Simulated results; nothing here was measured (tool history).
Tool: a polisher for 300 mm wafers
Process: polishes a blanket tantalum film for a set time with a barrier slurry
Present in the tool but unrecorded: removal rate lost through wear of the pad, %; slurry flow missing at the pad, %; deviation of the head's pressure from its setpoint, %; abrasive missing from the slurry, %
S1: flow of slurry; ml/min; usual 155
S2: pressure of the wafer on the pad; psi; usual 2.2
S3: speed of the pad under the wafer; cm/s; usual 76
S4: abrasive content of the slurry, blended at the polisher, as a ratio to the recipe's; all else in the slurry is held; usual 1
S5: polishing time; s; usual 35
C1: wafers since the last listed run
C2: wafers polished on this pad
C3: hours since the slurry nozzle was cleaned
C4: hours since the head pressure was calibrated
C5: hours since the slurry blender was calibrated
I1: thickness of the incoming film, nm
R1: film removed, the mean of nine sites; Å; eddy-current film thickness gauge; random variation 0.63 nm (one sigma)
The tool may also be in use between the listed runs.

run,hour,S1,S2,S3,S4,S5,C1,C2,C3,C4,C5,I1,R1
1,0,140,2.2,76,1,35,0,914,329.8,1518.8,195.8,340.5,476
# hour 16.4: head pressure recalibrated
2,16.9,155,2.2,76,1,35,115,1030,346.7,0.5,212.7,337.6,485
3,47.8,155,1.7,76,1,35,239,1270,377.6,31.4,243.6,335.7,369
4,69.5,155,1.7,76,1,35,168,1438,399.3,53.1,265.3,336.3,379
5,101.1,155,2.2,76,1,35,245,1683,430.9,84.7,296.9,340,474
# hour 107.7: worn pad replaced by a new one
6,135.9,155,2.2,76,1,35,238,219,465.7,119.5,331.7,333.2,492
# hour 152.5: slurry nozzle cleaned
7,169.5,155,2.2,76,1,35,252,472,17,153.1,365.3,344.5,473
8,201.3,155,2.2,82,1,35,246,718,48.8,184.9,397.1,337.2,535
9,214.3,155,1.7,66,0.9,35,100,819,61.8,197.9,410.1,341.4,312
10,228.6,110,1.6,76,0.8,35,110,930,76.1,212.2,424.4,341.1,307
11,255.4,155,2.2,76,1,35,207,1138,102.9,239,451.2,335.8,489
# hour 260.6: slurry blender recalibrated
12,281.4,170,2.2,70,1.2,35,186,1324,128.9,265,20.8,343.1,470
13,296.5,180,2.2,76,1,35,117,1441,144,280.1,35.9,337.1,490
# hour 305: worn pad replaced by a new one
14,310.3,155,2.6,56,1,35,76,40,157.8,293.9,49.7,344.3,420
15,342.3,155,2.2,58,0.85,46,248,289,189.8,325.9,81.7,341.7,452
16,372.7,155,2.2,76,1,35,235,524,220.2,356.3,112.1,338.7,484
17,405.5,155,2.2,76,1,35,254,779,253,389.1,144.9,345.9,478
18,433.5,155,1.6,76,1,35,217,996,281,417.1,172.9,341.1,354
19,451.1,155,1.9,76,1,45,136,1133,298.6,434.7,190.5,343.9,552
20,467.6,155,1.7,94,1.25,35,128,1261,315.1,451.2,207,338.8,501
21,496.6,155,2.2,76,1,23,225,1486,344.1,480.2,236,343.2,317
22,530.3,155,2.2,76,1,35,261,1747,377.8,513.9,269.7,343,480
23,542.5,155,2.2,76,1,35,94,1842,390,526.1,281.9,340,492
# hour 558.4: worn pad replaced by a new one
24,562.5,190,2.7,56,0.8,35,124,31,410,546.1,301.9,338.9,415
25,576.5,155,2.2,76,1,35,108,140,424,560.1,315.9,334.7,480
# hour 583.4: slurry nozzle cleaned
26,599.4,155,2.2,76,1,35,169,310,16,583,338.8,338.9,484
27,635.1,155,2.2,76,1,35,276,587,51.7,618.7,374.5,347.6,486
28,657.1,155,2.2,76,1,35,170,758,73.7,640.7,396.5,340.7,485
29,677.3,155,2.2,58,1,42,156,914,93.9,660.9,416.7,335.2,445
30,721.7,155,2.2,62,1,35,344,1259,138.3,705.3,461.1,344.6,400
31,738.1,155,2.2,76,0.7,30,127,1386,154.7,721.7,477.5,336.7,359

How the hidden state differs across the entries between the runs, from the last listed run before each to the first after it:
Logged between run 1 and run 2: head pressure recalibrated (hour 16.4)
  no hidden state differs between the two runs
Logged between run 5 and run 6: worn pad replaced by a new one (hour 107.7)
  no hidden state differs between the two runs
Logged between run 6 and run 7: slurry nozzle cleaned (hour 152.5)
  no hidden state differs between the two runs
Logged between run 11 and run 12: slurry blender recalibrated (hour 260.6)
  no hidden state differs between the two runs
Logged between run 13 and run 14: worn pad replaced by a new one (hour 305)
  no hidden state differs between the two runs
Logged between run 23 and run 24: worn pad replaced by a new one (hour 558.4)
  no hidden state differs between the two runs
Logged between run 25 and run 26: slurry nozzle cleaned (hour 583.4)
  no hidden state differs between the two runs

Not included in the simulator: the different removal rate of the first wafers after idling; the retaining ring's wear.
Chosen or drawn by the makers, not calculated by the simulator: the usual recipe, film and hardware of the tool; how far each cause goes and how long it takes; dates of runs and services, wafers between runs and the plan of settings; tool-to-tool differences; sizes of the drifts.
